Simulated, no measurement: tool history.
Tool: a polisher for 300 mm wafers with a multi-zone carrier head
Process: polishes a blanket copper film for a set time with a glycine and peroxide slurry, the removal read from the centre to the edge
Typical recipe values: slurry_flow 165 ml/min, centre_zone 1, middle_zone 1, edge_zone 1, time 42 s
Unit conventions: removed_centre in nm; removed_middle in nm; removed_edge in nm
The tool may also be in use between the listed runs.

| run | hour | slurry_flow | centre_zone | middle_zone | edge_zone | time | incoming thickness of the incoming film, nm | removed_centre | removed_middle | removed_edge |
|---|---|---|---|---|---|---|---|---|---|---|
| 1 | 0 | 165 | 1 | 1 | 1 | 42 | 1254.8 | 223.5 | 215.2 | 229.1 |
| 2 | 39.7 | 165 | 1 | 1 | 1 | 42 | 1248.1 | 221.2 | 216.4 | 226.4 |
| 3 | 69.9 | 165 | 1 | 1 | 1 | 42 | 1252.8 | 220.7 | 215.3 | 221.8 |
| 4 | 101.2 | 165 | 1 | 1 | 1 | 42 | 1262.1 | 222 | 212.1 | 221.9 |
| 5 | 136.9 | 165 | 1 | 1 | 1 | 42 | 1261.1 | 218.6 | 213.4 | 227.3 |
| 6 | 202.9 | 165 | 1 | 1 | 1 | 42 | 1263.4 | 227.8 | 219.3 | 228.5 |
| 7 | 248.6 | 165 | 1 | 1 | 1 | 42 | 1264.2 | 219.7 | 216.7 | 227 |
| 8 | 296.4 | 165 | 1 | 1 | 1 | 42 | 1272.5 | 218.8 | 214.5 | 220.2 |
| 9 | 341.6 | 190 | 1 | 1 | 1.05 | 42 | 1252.4 | 223.2 | 215.3 | 235.6 |
| 10 | 382.3 | 165 | 1 | 1 | 1 | 42 | 1272.3 | 210 | 212.4 | 213.8 |
| 11 | 445.9 | 165 | 1 | 1 | 1 | 42 | 1281.5 | 227.1 | 224.8 | 231.1 |
| 12 | 560 | 165 | 0.89 | 1 | 1 | 42 | 1254.2 | 192 | 216.5 | 219.3 |
| 13 | 587.2 | 165 | 1 | 1 | 1 | 42 | 1246.4 | 217.7 | 212.3 | 221.9 |
| 14 | 642.9 | 165 | 1 | 0.95 | 1 | 53 | 1264.2 | 285.7 | 273.5 | 291.6 |
| 15 | 672.8 | 165 | 1 | 1 | 1 | 32 | 1253.1 | 171.9 | 165.8 | 173.6 |
| 16 | 735.9 | 215 | 1.08 | 1 | 1 | 32 | 1248.1 | 195.8 | 171.6 | 177.4 |
| 17 | 760.9 | 165 | 1.1 | 1 | 1.1 | 29 | 1245.6 | 168.1 | 144.4 | 158.9 |
| 18 | 793.2 | 165 | 1 | 1 | 1 | 42 | 1242.5 | 215.1 | 215 | 216.6 |
| 19 | 850.9 | 225 | 1.05 | 0.9 | 1.12 | 42 | 1247 | 265.5 | 217.8 | 255.9 |
| 20 | 890.3 | 165 | 1 | 1 | 1 | 42 | 1249.9 | 232.1 | 223.3 | 228.8 |
| 21 | 933.4 | 165 | 1 | 1 | 1 | 42 | 1271.3 | 219.8 | 217.8 | 221.9 |
| 22 | 970.2 | 165 | 0.91 | 1.11 | 1.03 | 42 | 1261.4 | 197.5 | 235.8 | 219.6 |

Not shown: 14 entries that the log had between the listed runs. Between which runs, and how does the tool's hidden state differ before and after?
Runs 2 to 3: worn pad replaced by a new one (hour 51.2)
  slurry flow missing at the pad, %: 19.2 -> 21.5
  difference, measured minus the result without the unlogged condition, removed_centre: -11.9 -> -13.8 nm; removed_middle: -10.3 -> -11.8 nm; removed_edge: -7.6 -> -8.6 nm
Runs 3 to 4: centre zone pressure recalibrated (hour 87.9)
  slurry flow missing at the pad, %: 21.5 -> 23.1
  difference, measured minus the result without the unlogged condition, removed_centre: -13.8 -> -15.4 nm; removed_middle: -11.8 -> -12.9 nm; removed_edge: -8.6 -> -9.5 nm
Runs 5 to 6: slurry nozzle cleaned (hour 170.4)
  slurry flow missing at the pad, %: 24.2 -> 13.2
  difference, measured minus the result without the unlogged condition, removed_centre: -16.1 -> -7.7 nm; removed_middle: -13.8 -> -6.6 nm; removed_edge: -10.4 -> -4.9 nm
Runs 6 to 7: worn pad replaced by a new one (hour 221.5)
  slurry flow missing at the pad, %: 13.2 -> 20.9
  difference, measured minus the result without the unlogged condition, removed_centre: -7.7 -> -13.2 nm; removed_middle: -6.6 -> -11.5 nm; removed_edge: -4.9 -> -8.5 nm
Runs 10 to 11: worn pad replaced by a new one (hour 409.1); slurry nozzle cleaned (hour 410.4)
  slurry flow missing at the pad, %: 28.5 -> 11.3
  difference, measured minus the result without the unlogged condition, removed_centre: -19.7 -> -6.4 nm; removed_middle: -17.4 -> -5.6 nm; removed_edge: -12.3 -> -4.1 nm
Runs 11 to 12: carrier head's membrane replaced by a new one (hour 459.5); centre zone pressure recalibrated (hour 480.1); edge zone pressure recalibrated (hour 496.2)
  slurry flow missing at the pad, %: 11.3 -> 23.9
  difference, measured minus the result without the unlogged condition, removed_centre: -6.4 -> -13.9 nm; removed_middle: -5.6 -> -13.7 nm; removed_edge: -4.1 -> -9.9 nm
Runs 13 to 14: slurry nozzle cleaned (hour 614.6); worn pad replaced by a new one (hour 619.1)
  slurry flow missing at the pad, %: 25 -> 8.52
  difference, measured minus the result without the unlogged condition, removed_centre: -16.8 -> -5.8 nm; removed_middle: -14.3 -> -5 nm; removed_edge: -10.5 -> -3.8 nm
Runs 18 to 19: worn pad replaced by a new one (hour 797.8); centre zone pressure recalibrated (hour 821.5); slurry nozzle cleaned (hour 844.8)
  slurry flow missing at the pad, %: 23.9 -> 2.97
  difference, measured minus the result without the unlogged condition, removed_centre: -15.6 -> -1.3 nm; removed_middle: -13.6 -> -0.9 nm; removed_edge: -9.7 -> -0.8 nm
